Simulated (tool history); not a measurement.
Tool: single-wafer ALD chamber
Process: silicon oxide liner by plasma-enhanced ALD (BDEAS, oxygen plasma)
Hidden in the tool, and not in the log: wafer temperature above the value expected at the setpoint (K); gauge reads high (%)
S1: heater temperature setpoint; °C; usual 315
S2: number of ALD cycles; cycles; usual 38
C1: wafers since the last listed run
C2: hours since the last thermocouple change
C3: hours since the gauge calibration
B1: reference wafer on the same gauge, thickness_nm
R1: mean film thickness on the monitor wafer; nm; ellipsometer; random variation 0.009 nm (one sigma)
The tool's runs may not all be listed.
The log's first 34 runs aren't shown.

{"run": 35, "day": 21.108, "S1": 306, "S2": 32, "C1": 96, "C2": 200.5, "C3": 108.3, "B1": 3.865, "R1": 3.082}
{"run": 36, "day": 21.612, "S1": 327, "S2": 38, "C1": 73, "C2": 212.6, "C3": 120.4, "B1": 3.867, "R1": 3.561}
{"run": 37, "day": 22.304, "S1": 321, "S2": 32, "C1": 100, "C2": 229.2, "C3": 137.0, "B1": 3.869, "R1": 3.013}
{"run": 38, "day": 22.608, "S1": 315, "S2": 38, "C1": 44, "C2": 236.5, "C3": 144.3, "B1": 3.873, "R1": 3.602}
{"run": 39, "day": 23.342, "S1": 304, "S2": 35, "C1": 106, "C2": 254.1, "C3": 161.9, "B1": 3.87, "R1": 3.394}
{"run": 40, "day": 24.042, "S1": 315, "S2": 38, "C1": 102, "C2": 270.9, "C3": 178.7, "B1": 3.871, "R1": 3.617}
{"run": 41, "day": 24.346, "S1": 322, "S2": 38, "C1": 44, "C2": 278.2, "C3": 186.0, "B1": 3.874, "R1": 3.597}
{"run": 42, "day": 24.754, "S1": 315, "S2": 38, "C1": 59, "C2": 288.0, "C3": 195.8, "B1": 3.874, "R1": 3.619}
{"run": 43, "day": 25.483, "S1": 306, "S2": 33, "C1": 106, "C2": 305.5, "C3": 213.3, "B1": 3.874, "R1": 3.179}
{"run": 44, "day": 25.875, "S1": 302, "S2": 38, "C1": 57, "C2": 314.9, "C3": 222.7, "B1": 3.878, "R1": 3.697}
{"run": 45, "day": 26.233, "S1": 323, "S2": 45, "C1": 52, "C2": 323.5, "C3": 231.3, "B1": 3.875, "R1": 4.264}
{"run": 46, "day": 26.717, "S1": 315, "S2": 38, "C1": 70, "C2": 335.1, "C3": 242.9, "B1": 3.877, "R1": 3.634}
{"run": 47, "day": 27.308, "S1": 315, "S2": 38, "C1": 86, "C2": 349.3, "C3": 257.1, "B1": 3.88, "R1": 3.647}

Forecast each of these 3 alternatives for the next run:
{"run": "A", "day": 27.329, "S1": 328, "S2": 38, "C1": 3, "C2": 349.8, "C3": 257.6, "B1": "?", "R1": "?"}
{"run": "B", "day": 27.329, "S1": 301, "S2": 38, "C1": 3, "C2": 349.8, "C3": 257.6, "B1": "?", "R1": "?"}
{"run": "C", "day": 27.329, "S1": 320, "S2": 38, "C1": 3, "C2": 349.8, "C3": 257.6, "B1": "?", "R1": "?"}

run=A B1=3.883 R1=3.557
run=B B1=3.883 R1=3.689
run=C B1=3.883 R1=3.596
Without the tool's hidden state the same runs would have given:
run=A R1=3.529
run=B R1=3.660
run=C R1=3.568
